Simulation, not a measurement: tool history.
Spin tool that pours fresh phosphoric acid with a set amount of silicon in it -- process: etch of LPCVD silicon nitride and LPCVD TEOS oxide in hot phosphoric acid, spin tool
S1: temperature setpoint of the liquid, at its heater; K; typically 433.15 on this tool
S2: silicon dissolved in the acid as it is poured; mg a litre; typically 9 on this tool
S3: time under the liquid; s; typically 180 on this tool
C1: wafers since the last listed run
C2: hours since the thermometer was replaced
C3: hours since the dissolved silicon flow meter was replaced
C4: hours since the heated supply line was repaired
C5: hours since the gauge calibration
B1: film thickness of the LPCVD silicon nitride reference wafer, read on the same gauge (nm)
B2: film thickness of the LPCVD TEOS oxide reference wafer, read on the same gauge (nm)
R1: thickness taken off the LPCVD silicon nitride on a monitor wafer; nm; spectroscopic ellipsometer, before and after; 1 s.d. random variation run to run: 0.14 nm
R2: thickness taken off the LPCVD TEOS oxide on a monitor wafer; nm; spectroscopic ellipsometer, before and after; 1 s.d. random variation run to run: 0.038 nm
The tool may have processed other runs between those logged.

run	hour	S1	S2	S3	C1	C2	C3	C4	C5	B1	B2	R1	R2
1	0	433.15	12.5	115	0	304.3	1458.1	2605	866.5	149.97	119.978	10.74	0.258
2	27.7	432.65	4	180	252	332	1485.8	2632.7	894.2	150.01	120.004	16.7	0.38
3	62	436.15	14	85	312	366.3	1520.1	2667	928.5	150.02	120.012	8.88	0.212
4	110.1	435.65	13	210	437	414.4	1568.2	2715.1	976.6	150.02	119.954	21.84	0.491
# hour 137: heated supply line repaired
# hour 211.1: thermometer replaced
5	314.9	433.15	14	210	1845	103.8	1773	177.9	1181.4	150.06	120.022	20.55	0.423
6	363.1	436.15	9	255	438	152	1821.2	226.1	1229.6	150.04	120.018	27.38	0.775
7	426.2	433.15	9	180	574	215.1	1884.3	289.2	1292.7	150.03	119.988	17.99	0.384
8	459.5	434.65	12.5	110	303	248.4	1917.6	322.5	1326	149.97	120	11.53	0.252
9	527.3	433.15	3	130	616	316.2	1985.4	390.3	1393.8	150	119.979	13.06	0.354
10	583.3	433.15	15	180	509	372.2	2041.4	446.3	1449.8	150.02	120.025	18.27	0.408
11	638.1	435.65	3.5	85	498	427	2096.2	501.1	1504.6	150.04	119.99	9.4	0.278
# hour 640: dissolved silicon flow meter replaced
12	673	433.15	2.5	210	308	461.9	33	536	1539.5	149.94	120.011	21.37	0.663
13	711.5	431.65	11.5	265	350	500.4	71.5	574.5	1578	150.03	120.001	26.28	0.543
# hour 725.4: gauge calibrated
14	783.4	433.15	9	180	654	572.3	143.4	646.4	58	150.02	119.998	18.68	0.485
# hour 815.9: thermometer replaced
15	818.2	433.15	9	180	307	2.3	178.2	681.2	92.8	149.95	120.002	17.03	0.505
16	851.5	433.15	9	180	303	35.6	211.5	714.5	126.1	150.01	120.013	17.29	0.456
17	917.3	433.15	9	210	598	101.4	277.3	780.3	191.9	149.99	119.985	20.52	0.521
18	969.3	431.15	6.5	70	473	153.4	329.3	832.3	243.9	150.01	120.019	6.47	0.132
19	995.2	430.65	9	110	235	179.3	355.2	858.2	269.8	150.01	120.006	9.96	0.176
20	1051.6	434.65	14	285	513	235.7	411.6	914.6	326.2	149.99	120.031	30.16	0.61
21	1082	433.15	9	180	276	266.1	442	945	356.6	149.99	120.041	17.84	0.371
22	1260.7	434.65	9	180	1626	444.8	620.7	1123.7	535.3	149.99	120.036	19.26	0.529
23	1287.7	430.15	5.5	225	245	471.8	647.7	1150.7	562.3	149.99	119.979	20.43	0.499

Hidden condition of the tool, last listed run before each entry between runs versus first listed run after:
Between runs 4 and 5: heated supply line repaired (hour 137); thermometer replaced (hour 211.1)
  liquid hotter than its thermometer reads (K): 1.94 -> 0.533; temperature lost on the way to the wafer (K): 2.56 -> 0.263
  measured minus no-state result, R1: -0.46 -> +0.19 nm; R2: -0.023 -> +0.008 nm
Between runs 11 and 12: dissolved silicon flow meter replaced (hour 640)
  liquid hotter than its thermometer reads (K): 1.95 -> 2.1; temperature lost on the way to the wafer (K): 0.553 -> 0.585
  measured minus no-state result, R1: +0.42 -> +1.06 nm; R2: +0.027 -> +0.071 nm
Between runs 13 and 14: gauge calibrated (hour 725.4)
  liquid hotter than its thermometer reads (K): 2.27 -> 2.59; temperature lost on the way to the wafer (K): 0.619 -> 0.684
  measured minus no-state result, R1: +1.42 -> +1.15 nm; R2: +0.062 -> +0.064 nm
Between runs 14 and 15: thermometer replaced (hour 815.9)
  liquid hotter than its thermometer reads (K): 2.59 -> 0.38; temperature lost on the way to the wafer (K): 0.684 -> 0.715
  measured minus no-state result, R1: +1.15 -> -0.19 nm; R2: +0.064 -> -0.012 nm

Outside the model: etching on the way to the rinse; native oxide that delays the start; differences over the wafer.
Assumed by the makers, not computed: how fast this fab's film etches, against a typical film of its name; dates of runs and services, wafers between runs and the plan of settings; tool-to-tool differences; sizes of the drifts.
